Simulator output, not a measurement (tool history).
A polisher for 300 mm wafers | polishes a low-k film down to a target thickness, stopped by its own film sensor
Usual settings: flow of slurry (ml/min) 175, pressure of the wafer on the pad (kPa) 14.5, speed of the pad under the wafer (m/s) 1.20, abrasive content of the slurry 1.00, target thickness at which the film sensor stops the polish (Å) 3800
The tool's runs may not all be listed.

run   hour  flow of slurry (ml/min)  pressure of the wafer on the pad (kPa)  speed of the pad under the wafer (m/s)  abrasive content of the slurry  target thickness at which the film sensor stops the polish (Å)  wafers since the last listed run  wafers polished on this pad  hours since the slurry nozzle was cleaned  hours since the head pressure was calibrated  hours since the slurry blender was calibrated  hours since the conditioning disc was replaced  incoming thickness of the incoming film, nm  time until the film sensor stopped the polish (s)
  1    0.0                      175                                    14.5                                    1.20                            1.00                                                            3850                                 0                          829                                      358.4                                         467.2                                            2.1                                           239.8                                        429.9                                               83.3
  2   27.1                      175                                    14.5                                    1.20                            1.00                                                            3800                               143                          972                                      385.5                                         494.3                                           29.2                                           266.9                                        429.8                                               93.0
      60.6  -- worn pad replaced by a new one
  3   62.7                      175                                    12.4                                    1.20                            1.00                                                            3800                               167                           11                                      421.1                                         529.9                                           64.8                                           302.5                                        431.9                                               98.6
  4   81.4                      175                                    14.5                                    0.92                            1.00                                                            3800                                98                          109                                      439.8                                         548.6                                           83.5                                           321.2                                        434.5                                              116.9
  5   93.8                      175                                    14.5                                    1.20                            1.00                                                            3800                                65                          175                                      452.2                                         561.0                                           95.9                                           333.6                                        430.6                                               87.2
  6  122.7                      175                                    14.5                                    0.88                            0.90                                                            3800                               152                          328                                      481.1                                         589.9                                          124.8                                           362.5                                        433.3                                              130.0
  7  151.8                      175                                    14.5                                    1.20                            1.00                                                            3800                               153                          482                                      510.2                                         619.0                                          153.9                                           391.6                                        429.8                                               91.3
  8  195.7                      175                                    14.5                                    1.20                            1.00                                                            3800                               232                          714                                      554.1                                         662.9                                          197.8                                           435.5                                        431.4                                               94.4
     217.0  -- slurry blender recalibrated
  9  217.5                      175                                    12.4                                    1.20                            1.15                                                            3930                               104                          819                                      575.9                                         684.7                                            0.5                                           457.3                                        428.6                                               70.4
 10  247.9                      220                                    14.5                                    1.20                            0.85                                                            3800                               160                          980                                      606.3                                         715.1                                           30.9                                           487.7                                        437.3                                              115.5
     253.5  -- slurry nozzle cleaned
 11  281.3                      175                                    14.5                                    1.20                            1.00                                                            3800                               171                         1151                                       27.8                                         748.5                                           64.3                                           521.1                                        430.7                                               95.1
     292.9  -- head pressure recalibrated
 12  294.5                      225                                    14.5                                    1.20                            1.00                                                            3800                                59                         1211                                       41.0                                           1.6                                           77.5                                           534.3                                        431.7                                               85.7
     298.6  -- worn pad replaced by a new one
     309.2  -- conditioning disc replaced and pad reconditioned
 13  330.2                      175                                    14.5                                    1.20                            1.00                                                            3800                               157                          156                                       76.7                                          37.3                                          113.2                                            21.0                                        434.4                                               87.5
 14  349.8                      175                                    14.5                                    1.20                            1.00                                                            3850                               103                          260                                       96.3                                          56.9                                          132.8                                            40.6                                        431.4                                               76.4
 15  378.8                      200                                    14.5                                    1.20                            1.00                                                            3800                               153                          413                                      125.3                                          85.9                                          161.8                                            69.6                                        428.6                                               81.7
     399.0  -- slurry blender recalibrated
 16  450.2                      205                                    16.5                                    1.20                            0.85                                                            3900                               367                          781                                      196.7                                         157.3                                           51.2                                           141.0                                        424.0                                               58.6
 17  463.3                      130                                    14.5                                    0.90                            1.20                                                            3730                                69                          850                                      209.8                                         170.4                                           64.3                                           154.1                                        428.2                                              119.8

5 ways to go on from here, each from the tool as it stands after run 17. What would each give?
  A  463.8                      175                                    14.5                                    1.20                            1.15                                                            3800                                 2                          853                                      210.3                                         170.9                                           64.8                                           154.6                                        428.9                                                  ?
  B  463.8                      175                                    18.6                                    0.80                            1.00                                                            3970                                 2                          853                                      210.3                                         170.9                                           64.8                                           154.6                                        428.9                                                  ?
  C  463.8                      175                                    12.4                                    1.06                            1.00                                                            3910                                 2                          853                                      210.3                                         170.9                                           64.8                                           154.6                                        428.9                                                  ?
  D  463.8                      155                                    13.1                                    1.20                            1.25                                                            3970                                 2                          853                                      210.3                                         170.9                                           64.8                                           154.6                                        428.9                                                  ?
  E  463.8                      175                                    12.4                                    1.20                            1.20                                                            3730                                 2                          853                                      210.3                                         170.9                                           64.8                                           154.6                                        428.9                                                  ?

run  time until the film sensor stopped the polish (s)
  A                                               81.5
  B                                               64.3
  C                                               85.2
  D                                               56.6
  E                                              103.4
Without the tool's hidden state the same runs would have given:
run  time until the film sensor stopped the polish (s)
  A                                               70.6
  B                                               55.7
  C                                               73.8
  D                                               49.0
  E                                               89.6

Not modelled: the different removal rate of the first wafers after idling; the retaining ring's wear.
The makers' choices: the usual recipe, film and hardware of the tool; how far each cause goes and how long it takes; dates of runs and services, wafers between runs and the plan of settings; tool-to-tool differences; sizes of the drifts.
